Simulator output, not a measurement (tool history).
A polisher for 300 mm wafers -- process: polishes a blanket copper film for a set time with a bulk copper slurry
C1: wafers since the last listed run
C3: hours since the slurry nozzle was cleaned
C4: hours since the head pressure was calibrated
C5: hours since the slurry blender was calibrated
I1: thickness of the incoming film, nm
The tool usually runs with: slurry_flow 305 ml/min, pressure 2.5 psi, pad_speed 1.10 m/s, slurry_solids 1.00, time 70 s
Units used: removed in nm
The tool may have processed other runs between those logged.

run 1 day=0.000 | slurry_flow=305 pressure=2.5 pad_speed=1.10 slurry_solids=1.00 time=70 | C1=0 wafers_polished_on_this_pad=701 C3=340.3 C4=712.9 C5=292.9 | I1=3293.7 | removed=615.2
run 2 day=0.604 | slurry_flow=305 pressure=2.5 pad_speed=1.10 slurry_solids=0.75 time=86 | C1=142 wafers_polished_on_this_pad=844 C3=354.8 C4=727.4 C5=307.4 | I1=3258.5 | removed=696.6
run 3 day=1.129 | slurry_flow=305 pressure=2.5 pad_speed=1.10 slurry_solids=0.75 time=86 | C1=123 wafers_polished_on_this_pad=967 C3=367.4 C4=740.0 C5=320.0 | I1=3299.2 | removed=703.1
run 4 day=1.712 | slurry_flow=305 pressure=2.5 pad_speed=1.10 slurry_solids=1.10 time=64 | C1=137 wafers_polished_on_this_pad=1105 C3=381.4 C4=754.0 C5=334.0 | I1=3296.2 | removed=561.1
run 5 day=2.371 | slurry_flow=305 pressure=2.5 pad_speed=1.10 slurry_solids=1.00 time=70 | C1=155 wafers_polished_on_this_pad=1260 C3=397.2 C4=769.8 C5=349.8 | I1=3309.6 | removed=612.0
run 6 day=2.725 | slurry_flow=305 pressure=2.5 pad_speed=1.10 slurry_solids=1.00 time=70 | C1=83 wafers_polished_on_this_pad=1344 C3=405.7 C4=778.3 C5=358.3 | I1=3353.9 | removed=608.5
-- day=2.900 worn pad replaced by a new one
run 7 day=3.383 | slurry_flow=305 pressure=2.7 pad_speed=1.10 slurry_solids=1.00 time=70 | C1=115 wafers_polished_on_this_pad=113 C3=421.5 C4=794.1 C5=374.1 | I1=3343.8 | removed=630.9
run 8 day=3.888 | slurry_flow=265 pressure=2.5 pad_speed=1.00 slurry_solids=1.10 time=64 | C1=118 wafers_polished_on_this_pad=232 C3=433.6 C4=806.2 C5=386.2 | I1=3256.6 | removed=506.4
run 9 day=4.562 | slurry_flow=305 pressure=3.0 pad_speed=1.10 slurry_solids=1.00 time=85 | C1=159 wafers_polished_on_this_pad=391 C3=449.8 C4=822.4 C5=402.4 | I1=3256.9 | removed=822.4
run 10 day=5.150 | slurry_flow=305 pressure=3.2 pad_speed=0.90 slurry_solids=1.10 time=70 | C1=138 wafers_polished_on_this_pad=530 C3=463.9 C4=836.5 C5=416.5 | I1=3244.4 | removed=586.8
run 11 day=5.788 | slurry_flow=305 pressure=2.5 pad_speed=1.10 slurry_solids=1.15 time=70 | C1=150 wafers_polished_on_this_pad=680 C3=479.2 C4=851.8 C5=431.8 | I1=3330.7 | removed=626.3
-- day=6.454 slurry blender recalibrated
-- day=7.517 worn pad replaced by a new one
run 12 day=7.846 | slurry_flow=305 pressure=3.0 pad_speed=0.74 slurry_solids=1.25 time=70 | C1=426 wafers_polished_on_this_pad=77 C3=528.6 C4=901.2 C5=33.4 | I1=3301.0 | removed=471.7
run 13 day=8.496 | slurry_flow=305 pressure=2.5 pad_speed=1.10 slurry_solids=1.00 time=70 | C1=153 wafers_polished_on_this_pad=230 C3=544.2 C4=916.8 C5=49.0 | I1=3275.0 | removed=587.4
run 14 day=9.058 | slurry_flow=305 pressure=1.7 pad_speed=1.10 slurry_solids=1.00 time=70 | C1=132 wafers_polished_on_this_pad=363 C3=557.7 C4=930.3 C5=62.5 | I1=3286.9 | removed=478.5
run 15 day=9.617 | slurry_flow=305 pressure=3.3 pad_speed=1.10 slurry_solids=1.00 time=70 | C1=131 wafers_polished_on_this_pad=494 C3=571.1 C4=943.7 C5=75.9 | I1=3338.5 | removed=705.4
-- day=10.142 slurry nozzle cleaned
run 16 day=10.212 | slurry_flow=305 pressure=2.5 pad_speed=1.10 slurry_solids=1.00 time=82 | C1=130 wafers_polished_on_this_pad=625 C3=1.7 C4=958.0 C5=90.2 | I1=3293.1 | removed=727.6
run 17 day=10.662 | slurry_flow=305 pressure=2.5 pad_speed=1.10 slurry_solids=1.00 time=70 | C1=106 wafers_polished_on_this_pad=731 C3=12.5 C4=968.8 C5=101.0 | I1=3301.6 | removed=610.7
-- day=10.883 head pressure recalibrated
run 18 day=11.062 | slurry_flow=305 pressure=2.5 pad_speed=1.10 slurry_solids=1.00 time=70 | C1=74 wafers_polished_on_this_pad=806 C3=22.1 C4=4.3 C5=110.6 | I1=3279.8 | removed=619.1
run 19 day=11.808 | slurry_flow=305 pressure=2.5 pad_speed=1.10 slurry_solids=1.00 time=70 | C1=175 wafers_polished_on_this_pad=982 C3=40.0 C4=22.2 C5=128.5 | I1=3319.0 | removed=606.8
run 20 day=12.225 | slurry_flow=305 pressure=2.5 pad_speed=0.82 slurry_solids=1.00 time=83 | C1=98 wafers_polished_on_this_pad=1080 C3=50.0 C4=32.2 C5=138.5 | I1=3286.8 | removed=537.2
run 21 day=12.854 | slurry_flow=305 pressure=2.5 pad_speed=1.10 slurry_solids=1.00 time=70 | C1=148 wafers_polished_on_this_pad=1229 C3=65.1 C4=47.3 C5=153.6 | I1=3347.0 | removed=612.5
-- day=13.071 worn pad replaced by a new one
run 22 day=13.554 | slurry_flow=305 pressure=2.0 pad_speed=1.10 slurry_solids=0.75 time=81 | C1=125 wafers_polished_on_this_pad=114 C3=81.9 C4=64.1 C5=170.4 | I1=3308.9 | removed=579.8
run 23 day=14.067 | slurry_flow=305 pressure=2.5 pad_speed=1.10 slurry_solids=1.10 time=70 | C1=120 wafers_polished_on_this_pad=234 C3=94.2 C4=76.4 C5=182.7 | I1=3276.8 | removed=637.3
run 24 day=14.479 | slurry_flow=305 pressure=2.5 pad_speed=1.10 slurry_solids=1.00 time=70 | C1=97 wafers_polished_on_this_pad=332 C3=104.1 C4=86.3 C5=192.6 | I1=3246.5 | removed=617.4
run 25 day=15.504 | slurry_flow=380 pressure=2.8 pad_speed=1.10 slurry_solids=1.00 time=85 | C1=241 wafers_polished_on_this_pad=573 C3=128.7 C4=110.9 C5=217.2 | I1=3282.1 | removed=814.0
run 26 day=16.042 | slurry_flow=375 pressure=2.5 pad_speed=1.10 slurry_solids=0.75 time=91 | C1=126 wafers_polished_on_this_pad=700 C3=141.6 C4=123.8 C5=230.1 | I1=3278.8 | removed=765.6
run 27 day=16.717 | slurry_flow=305 pressure=2.5 pad_speed=0.78 slurry_solids=1.00 time=70 | C1=159 wafers_polished_on_this_pad=859 C3=157.8 C4=140.0 C5=246.3 | I1=3269.4 | removed=430.8
run 28 day=17.083 | slurry_flow=305 pressure=3.0 pad_speed=1.10 slurry_solids=1.00 time=85 | C1=86 wafers_polished_on_this_pad=946 C3=166.6 C4=148.8 C5=255.1 | I1=3304.5 | removed=833.5
run 29 day=17.388 | slurry_flow=305 pressure=1.9 pad_speed=1.10 slurry_solids=0.80 time=70 | C1=71 wafers_polished_on_this_pad=1018 C3=173.9 C4=156.1 C5=262.4 | I1=3291.8 | removed=505.5

Across each entry between runs, compare the hidden state at the last listed run before it with the hidden state at the first listed run after it:
Run 6 -> run 7: worn pad replaced by a new one (day 2.900)
  slurry flow missing at the pad, %: 16.9 -> 18.1
  difference, measured minus the result without the unlogged condition, removed: -11.3 -> -12.9 nm
Run 11 -> run 12: slurry blender recalibrated (day 6.454); worn pad replaced by a new one (day 7.517)
  slurry flow missing at the pad, %: 23.3 -> 28.2
  difference, measured minus the result without the unlogged condition, removed: -17.5 -> -17.2 nm
Run 15 -> run 16: slurry nozzle cleaned (day 10.142)
  slurry flow missing at the pad, %: 32.9 -> 1.14
  difference, measured minus the result without the unlogged condition, removed: -32.2 -> -0.7 nm
Run 17 -> run 18: head pressure recalibrated (day 10.883)
  slurry flow missing at the pad, %: 1.15 -> 1.19
  difference, measured minus the result without the unlogged condition, removed: -0.6 -> -0.7 nm
Run 21 -> run 22: worn pad replaced by a new one (day 13.071)
  slurry flow missing at the pad, %: 1.56 -> 1.8
  difference, measured minus the result without the unlogged condition, removed: -0.9 -> -0.9 nm
